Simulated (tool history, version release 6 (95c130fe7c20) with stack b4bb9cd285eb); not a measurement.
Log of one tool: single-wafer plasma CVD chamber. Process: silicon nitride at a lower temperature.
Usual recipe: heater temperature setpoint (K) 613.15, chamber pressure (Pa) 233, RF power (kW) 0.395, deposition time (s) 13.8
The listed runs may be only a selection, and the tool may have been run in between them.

run,hour,heater temperature setpoint (K),chamber pressure (Pa),RF power (kW),deposition time (s),"read-back reference wafer on the same gauge, thickness_nm",mean film thickness on the monitor wafer (Å)
1,0.0,613.15,233,0.395,13.8,19.379,200.90
2,271.2,613.15,233,0.395,13.8,19.407,198.70
3,307.6,605.15,233,0.395,13.8,19.389,198.30
4,377.7,605.15,233,0.395,13.8,19.413,196.51
# hour 440.7: showerhead replaced
5,454.0,613.15,263,0.395,13.8,19.396,204.62
6,525.1,613.15,199,0.445,13.8,19.388,205.26
7,567.7,613.15,199,0.445,13.8,19.359,202.61
8,614.1,613.15,199,0.445,13.8,19.389,201.26
9,667.0,606.15,191,0.395,13.8,19.420,181.53
10,717.5,613.15,219,0.395,15.9,19.425,217.81
11,817.5,613.15,233,0.395,13.8,19.394,196.05
# hour 882.9: thermocouple changed; heater temperature recalibrated
12,887.2,613.15,233,0.340,11.9,19.401,147.67
13,986.0,621.15,217,0.395,13.8,19.408,188.50
14,1060.3,613.15,233,0.395,13.8,19.413,194.44
# hour 1076.7: capacitance manometer re-zeroed and calibrated
15,1159.3,613.15,233,0.335,13.8,19.419,168.03
16,1199.9,613.15,233,0.395,13.8,19.409,195.09
17,1266.4,613.15,215,0.395,11.9,19.409,161.91
18,1322.6,613.15,233,0.395,13.8,19.444,193.73
# hour 1395.8: RF generator calibrated
19,1396.3,613.15,233,0.395,11.8,19.410,178.75
20,1483.0,601.15,233,0.340,13.8,19.377,180.43
# hour 1495.8: gauge calibrated
21,1570.4,609.15,233,0.395,15.9,19.375,234.50
22,1652.8,613.15,233,0.395,13.8,19.369,203.13
23,1717.5,607.15,233,0.395,16.1,19.407,235.81
24,1814.8,621.15,273,0.395,15.8,19.387,240.53
25,1891.2,628.15,195,0.395,14.9,19.378,200.76
26,1992.7,613.15,215,0.395,11.9,19.431,165.21
27,2037.6,627.15,249,0.425,15.3,19.402,238.21
28,2092.2,613.15,255,0.395,11.9,19.390,175.68
29,2150.5,613.15,233,0.440,13.8,19.394,215.25

3 ways to go on from here, each from the tool as it stands after run 29. What would each give?
A,2150.9,613.15,233,0.395,13.8,?,?
B,2150.9,613.15,189,0.395,15.0,?,?
C,2150.9,603.15,233,0.395,14.6,?,?

run,"read-back reference wafer on the same gauge, thickness_nm",mean film thickness on the monitor wafer (Å)
A,19.435,197.02
B,19.435,197.16
C,19.435,209.27
The same runs, with their run-to-run variation unchanged, on a tool lacking any hidden condition would have given:
run,mean film thickness on the monitor wafer (Å)
A,207.53
B,207.68
C,220.43
